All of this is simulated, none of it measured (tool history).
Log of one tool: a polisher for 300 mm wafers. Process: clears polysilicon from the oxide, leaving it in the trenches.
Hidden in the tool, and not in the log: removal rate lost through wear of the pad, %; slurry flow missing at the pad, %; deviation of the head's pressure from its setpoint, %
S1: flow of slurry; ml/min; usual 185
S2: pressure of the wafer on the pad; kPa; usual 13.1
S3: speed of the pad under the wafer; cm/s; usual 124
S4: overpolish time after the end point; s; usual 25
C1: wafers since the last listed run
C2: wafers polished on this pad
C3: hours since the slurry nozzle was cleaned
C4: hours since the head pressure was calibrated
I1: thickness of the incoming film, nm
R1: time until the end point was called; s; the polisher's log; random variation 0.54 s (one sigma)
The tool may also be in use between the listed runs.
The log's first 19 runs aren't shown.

{"run": 20, "day": 68.338, "S1": 185, "S2": 13.1, "S3": 162, "S4": 14, "C1": 723, "C2": 988, "C3": 231.5, "C4": 519.6, "I1": 633.5, "R1": 45.2}
{"day": 70.012, "done": "head pressure recalibrated"}
{"run": 21, "day": 71.292, "S1": 185, "S2": 13.1, "S3": 124, "S4": 25, "C1": 677, "C2": 1666, "C3": 302.4, "C4": 30.7, "I1": 627.8, "R1": 58.1}
{"run": 22, "day": 77.279, "S1": 185, "S2": 9.0, "S3": 124, "S4": 25, "C1": 1412, "C2": 3079, "C3": 446.1, "C4": 174.4, "I1": 621.9, "R1": 83.2}
{"run": 23, "day": 81.367, "S1": 185, "S2": 13.1, "S3": 124, "S4": 25, "C1": 964, "C2": 4043, "C3": 544.2, "C4": 272.5, "I1": 622.0, "R1": 56.8}
{"run": 24, "day": 84.146, "S1": 185, "S2": 13.1, "S3": 124, "S4": 36, "C1": 655, "C2": 4699, "C3": 610.9, "C4": 339.2, "I1": 628.2, "R1": 55.2}
{"day": 86.462, "done": "slurry nozzle cleaned"}
{"run": 25, "day": 87.35, "S1": 140, "S2": 13.1, "S3": 94, "S4": 11, "C1": 746, "C2": 5445, "C3": 21.3, "C4": 416.1, "I1": 628.5, "R1": 71.2}
{"day": 87.65, "done": "worn pad replaced by a new one"}
{"run": 26, "day": 89.308, "S1": 125, "S2": 17.2, "S3": 124, "S4": 32, "C1": 422, "C2": 391, "C3": 68.3, "C4": 463.1, "I1": 629.7, "R1": 46.1}
{"day": 92.279, "done": "head pressure recalibrated"}
{"run": 27, "day": 93.2, "S1": 235, "S2": 16.5, "S3": 124, "S4": 25, "C1": 898, "C2": 1289, "C3": 161.7, "C4": 22.1, "I1": 619.9, "R1": 43.3}
{"run": 28, "day": 97.029, "S1": 125, "S2": 13.1, "S3": 98, "S4": 25, "C1": 903, "C2": 2193, "C3": 253.6, "C4": 114.0, "I1": 633.7, "R1": 73.4}
{"run": 29, "day": 100.6, "S1": 185, "S2": 13.1, "S3": 110, "S4": 25, "C1": 842, "C2": 3035, "C3": 339.3, "C4": 199.7, "I1": 635.7, "R1": 62.5}
{"run": 30, "day": 103.979, "S1": 185, "S2": 13.1, "S3": 124, "S4": 34, "C1": 797, "C2": 3833, "C3": 420.4, "C4": 280.8, "I1": 632.1, "R1": 56.7}
{"run": 31, "day": 108.846, "S1": 185, "S2": 13.1, "S3": 124, "S4": 25, "C1": 1148, "C2": 4981, "C3": 537.2, "C4": 397.6, "I1": 637.5, "R1": 56.4}
{"day": 110.133, "done": "worn pad replaced by a new one"}
{"run": 32, "day": 112.508, "S1": 185, "S2": 13.1, "S3": 124, "S4": 25, "C1": 824, "C2": 560, "C3": 625.1, "C4": 485.5, "I1": 635.1, "R1": 55.3}
{"day": 115.221, "done": "slurry nozzle cleaned"}
{"run": 33, "day": 116.004, "S1": 185, "S2": 13.1, "S3": 124, "S4": 25, "C1": 815, "C2": 1375, "C3": 18.8, "C4": 569.4, "I1": 633.1, "R1": 53.9}
{"run": 34, "day": 120.1, "S1": 245, "S2": 13.1, "S3": 124, "S4": 25, "C1": 966, "C2": 2342, "C3": 117.1, "C4": 667.7, "I1": 621.1, "R1": 50.7}
{"day": 121.125, "done": "head pressure recalibrated"}
{"run": 35, "day": 121.658, "S1": 140, "S2": 13.1, "S3": 124, "S4": 25, "C1": 348, "C2": 2690, "C3": 154.5, "C4": 12.8, "I1": 636.4, "R1": 61.7}

3 ways to go on from here, each from the tool as it stands after run 35. What would each give?
{"run": "A", "day": 121.675, "S1": 220, "S2": 13.1, "S3": 124, "S4": 25, "C1": 3, "C2": 2694, "C3": 154.9, "C4": 13.2, "I1": 625.9, "R1": "?"}
{"run": "B", "day": 121.675, "S1": 225, "S2": 13.1, "S3": 154, "S4": 25, "C1": 3, "C2": 2694, "C3": 154.9, "C4": 13.2, "I1": 625.9, "R1": "?"}
{"run": "C", "day": 121.675, "S1": 185, "S2": 13.1, "S3": 124, "S4": 30, "C1": 3, "C2": 2694, "C3": 154.9, "C4": 13.2, "I1": 625.9, "R1": "?"}

run=A R1=56.1
run=B R1=48.2
run=C R1=57.6
Without the tool's hidden state the same runs would have given:
run=A R1=56.3
run=B R1=48.3
run=C R1=57.7
